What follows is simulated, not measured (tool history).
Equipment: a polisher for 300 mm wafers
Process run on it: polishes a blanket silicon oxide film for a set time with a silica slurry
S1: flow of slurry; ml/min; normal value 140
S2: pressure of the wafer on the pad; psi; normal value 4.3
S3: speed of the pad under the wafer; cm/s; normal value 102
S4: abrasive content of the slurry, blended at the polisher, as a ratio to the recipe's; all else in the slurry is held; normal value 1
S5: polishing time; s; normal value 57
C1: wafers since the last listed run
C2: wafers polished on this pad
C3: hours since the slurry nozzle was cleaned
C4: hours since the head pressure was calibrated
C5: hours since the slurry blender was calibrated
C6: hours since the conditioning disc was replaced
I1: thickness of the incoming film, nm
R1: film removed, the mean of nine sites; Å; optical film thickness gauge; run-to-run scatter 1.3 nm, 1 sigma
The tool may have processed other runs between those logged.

run,hour,S1,S2,S3,S4,S5,C1,C2,C3,C4,C5,C6,I1,R1
1,0,140,4.3,102,1,57,0,1096,619.3,1112.7,356.9,125.9,1470,1844
# hour 10.1: worn pad replaced by a new one
2,10.6,140,4.3,102,1,57,87,6,629.9,1123.3,367.5,136.5,1472.9,1934
3,26.7,140,4.3,102,1,57,212,219,646,1139.4,383.6,152.6,1471.7,1934
4,33.1,140,4.3,102,1,57,84,303,652.4,1145.8,390,159,1456.2,1921
# hour 43.8: slurry blender recalibrated
5,44.3,140,4.3,102,1,57,121,425,663.6,1157,0.5,170.2,1478.7,1908
6,59.4,140,4.3,128,1,76,199,625,678.7,1172.1,15.6,185.3,1467.8,3024
7,69.2,180,5,102,1.2,69,129,755,688.5,1181.9,25.4,195.1,1475.4,2852
8,76.8,140,4.3,102,1,57,100,855,696.1,1189.5,33,202.7,1488.6,1878
9,85.1,160,4.3,112,1.2,72,109,965,704.4,1197.8,41.3,211,1436.8,2779
# hour 87.8: conditioning disc replaced and pad reconditioned
# hour 107.5: worn pad replaced by a new one
10,135,140,4.3,102,1,57,580,363,754.3,1247.7,91.2,47.2,1452.5,1923
11,142.8,160,3.6,86,1,76,103,466,762.1,1255.5,99,55,1473.5,1951
12,155.6,170,3.8,102,1.3,57,169,635,774.9,1268.3,111.8,67.8,1456.4,1924
13,167.8,115,5.6,80,1.3,57,161,797,787.1,1280.5,124,80,1465.9,2071
# hour 174.5: slurry nozzle cleaned
14,176.8,185,4.3,102,0.85,57,105,902,2.3,1289.5,133,89,1433.2,1823
# hour 184: head pressure recalibrated
15,184.5,140,4.3,102,1,57,75,978,10,0.5,140.7,96.7,1470.6,1882
16,194.2,125,4.3,78,0.85,41,128,1106,19.7,10.2,150.4,106.4,1466,991
# hour 202.4: worn pad replaced by a new one
17,204.4,140,4.3,102,1.1,57,82,26,29.9,20.4,160.6,116.6,1444.9,2013
18,213.3,175,4.3,74,0.7,48,117,143,38.8,29.3,169.5,125.5,1446,1146
19,219.6,95,5.6,92,1,52,83,227,45.1,35.6,175.8,131.8,1477.1,1926
20,228.8,140,4.3,102,1,77,121,348,54.3,44.8,185,141,1468,2611
21,241.2,140,4.3,68,0.8,76,164,512,66.7,57.2,197.4,153.4,1483.2,1690
22,253.2,140,5.8,118,0.8,63,158,671,78.7,69.2,209.4,165.4,1440.4,2776
23,267.1,185,3.7,86,1,57,183,855,92.6,83.1,223.3,179.3,1459.1,1510
24,281.9,140,4.3,102,1,57,195,1051,107.4,97.9,238.1,194.1,1486.2,1838
25,291.5,140,5.1,134,1,65,126,1178,117,107.5,247.7,203.7,1486.9,3009
# hour 306.5: conditioning disc replaced and pad reconditioned
26,307.4,120,4.8,88,1,64,183,1361,132.9,123.4,263.6,0.9,1451.9,1933

Below are 4 alternative next runs, each starting from the tool's condition after run 26. Predict each:
A,307.8,140,4.3,102,1,57,5,1367,133.3,123.8,264,1.3,1449.2,?
B,307.8,140,3.6,80,1.15,48,5,1367,133.3,123.8,264,1.3,1449.2,?
C,307.8,140,4.3,102,1,45,5,1367,133.3,123.8,264,1.3,1449.2,?
D,307.8,140,4.3,88,1,57,5,1367,133.3,123.8,264,1.3,1449.2,?

run,R1
A,1840
B,1166
C,1452
D,1635
With no hidden state in the tool, these same runs would have given:
run,R1
A,1986
B,1259
C,1568
D,1765

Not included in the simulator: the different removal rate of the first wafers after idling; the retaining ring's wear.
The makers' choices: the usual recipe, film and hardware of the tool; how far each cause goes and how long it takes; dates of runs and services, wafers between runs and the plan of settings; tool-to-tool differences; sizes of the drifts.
